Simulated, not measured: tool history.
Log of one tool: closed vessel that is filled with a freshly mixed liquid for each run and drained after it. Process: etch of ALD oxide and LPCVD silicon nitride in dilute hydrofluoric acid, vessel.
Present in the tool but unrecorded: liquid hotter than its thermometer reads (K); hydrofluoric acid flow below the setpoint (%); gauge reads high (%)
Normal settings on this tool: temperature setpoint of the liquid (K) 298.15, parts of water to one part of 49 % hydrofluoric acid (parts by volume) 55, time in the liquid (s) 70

run	day	temperature setpoint of the liquid (K)	parts of water to one part of 49 % hydrofluoric acid (parts by volume)	time in the liquid (s)	wafers since the last listed run	hours since the thermometer was replaced	hours since the hydrofluoric acid flow meter was replaced	hours since the gauge calibration	read-back film thickness of the ALD oxide reference wafer, read on the same gauge (nm)	read-back film thickness of the LPCVD silicon nitride reference wafer, read on the same gauge (nm)	thickness taken off the ALD oxide on a monitor wafer (nm)	thickness taken off the LPCVD silicon nitride on a monitor wafer (nm)
1	0	303.15	75	50	0	518.1	124.3	317.9	150.01	29.966	23.22	0.434
2	3.921	298.15	55	70	12209	612.2	218.4	412	150.04	29.988	37.74	0.558
3	6.675	299.65	30	95	8576	678.3	284.5	478.1	149.96	30.006	104.71	1.515
4	10.038	295.65	55	55	10470	759	365.2	558.8	149.96	29.979	26.79	0.389
5	12.417	298.15	55	70	7408	816.1	422.3	615.9	149.99	30.023	37.57	0.591
6	16.604	302.65	65	40	13039	916.6	522.8	716.4	150	29.985	21.3	0.376
7	23.85	294.15	55	70	22563	1090.5	696.7	890.3	149.98	29.98	32.46	0.447
8	27.012	294.15	35	45	9848	1166.4	772.6	966.2	150	30.059	34.05	0.49
9	30.983	298.15	65	70	12365	1261.7	867.9	1061.5	150.03	29.976	32.06	0.54
10	33.254	298.15	55	55	7071	1316.2	922.4	1116	149.94	30.007	30.11	0.46
11	35.667	298.15	40	80	7512	1374.1	980.3	1173.9	149.98	29.97	62.41	0.961
12	37.733	298.15	55	70	6435	1423.7	1029.9	1223.5	150	29.988	39.01	0.607
13	40.083	299.65	55	70	7317	1480.1	1086.3	1279.9	150.05	29.993	41.45	0.667
14	43.933	298.15	55	70	11988	1572.5	1178.7	1372.3	149.93	30.031	38.59	0.59
# day 45.417: thermometer replaced
15	47.979	298.15	55	60	12468	61.5	1275.8	1469.4	150.05	30.023	30.78	0.495
16	55.129	298.15	25	70	22265	233.1	1447.4	1641	149.96	29.983	83.77	1.227
17	58.758	298.15	55	70	11301	320.2	1534.5	1728.1	149.93	30.029	35.95	0.545
18	63.175	300.65	55	100	13753	426.2	1640.5	1834.1	149.97	29.964	57.03	0.949
19	65.067	298.15	55	70	5890	471.6	1685.9	1879.5	150.01	29.955	36.62	0.494
20	68.146	302.15	40	100	9588	545.5	1759.8	1953.4	150.02	30.025	86.47	1.449
21	72.233	298.15	55	70	12728	643.6	1857.9	2051.5	150	29.995	36.96	0.609
22	74.204	302.15	35	70	6137	690.9	1905.2	2098.8	149.98	30.019	70.02	1.044
23	76.542	298.15	45	85	7278	747	1961.3	2154.9	149.95	29.989	55.55	0.789
# day 80.279: hydrofluoric acid flow meter replaced
24	80.3	296.15	40	40	11573	837.2	0.5	2245.1	150.07	30.011	28.28	0.408
25	82.092	298.15	55	70	5579	880.2	43.5	2288.1	150	30.009	38.17	0.65

Each row is a separate what-if for the run after 25, all from the same tool condition, not one after another. Results?
A	82.121	298.15	55	105	90	880.9	44.2	2288.8	?	?	?	?
B	82.121	298.15	85	45	90	880.9	44.2	2288.8	?	?	?	?
C	82.121	301.65	70	70	90	880.9	44.2	2288.8	?	?	?	?
D	82.121	295.65	55	35	90	880.9	44.2	2288.8	?	?	?	?
E	82.121	296.15	70	95	90	880.9	44.2	2288.8	?	?	?	?

run	read-back film thickness of the ALD oxide reference wafer, read on the same gauge (nm)	read-back film thickness of the LPCVD silicon nitride reference wafer, read on the same gauge (nm)	thickness taken off the ALD oxide on a monitor wafer (nm)	thickness taken off the LPCVD silicon nitride on a monitor wafer (nm)
A	149.99	29.988	57.82	0.859
B	149.99	29.988	15.39	0.24
C	149.99	29.988	34.02	0.566
D	149.99	29.988	17.41	0.242
E	149.99	29.988	37.16	0.537
With the hidden condition removed and each run's random variation left untouched, the same runs would have given:
run	thickness taken off the ALD oxide on a monitor wafer (nm)	thickness taken off the LPCVD silicon nitride on a monitor wafer (nm)
A	55.16	0.793
B	14.7	0.221
C	32.53	0.525
D	16.59	0.223
E	35.45	0.495
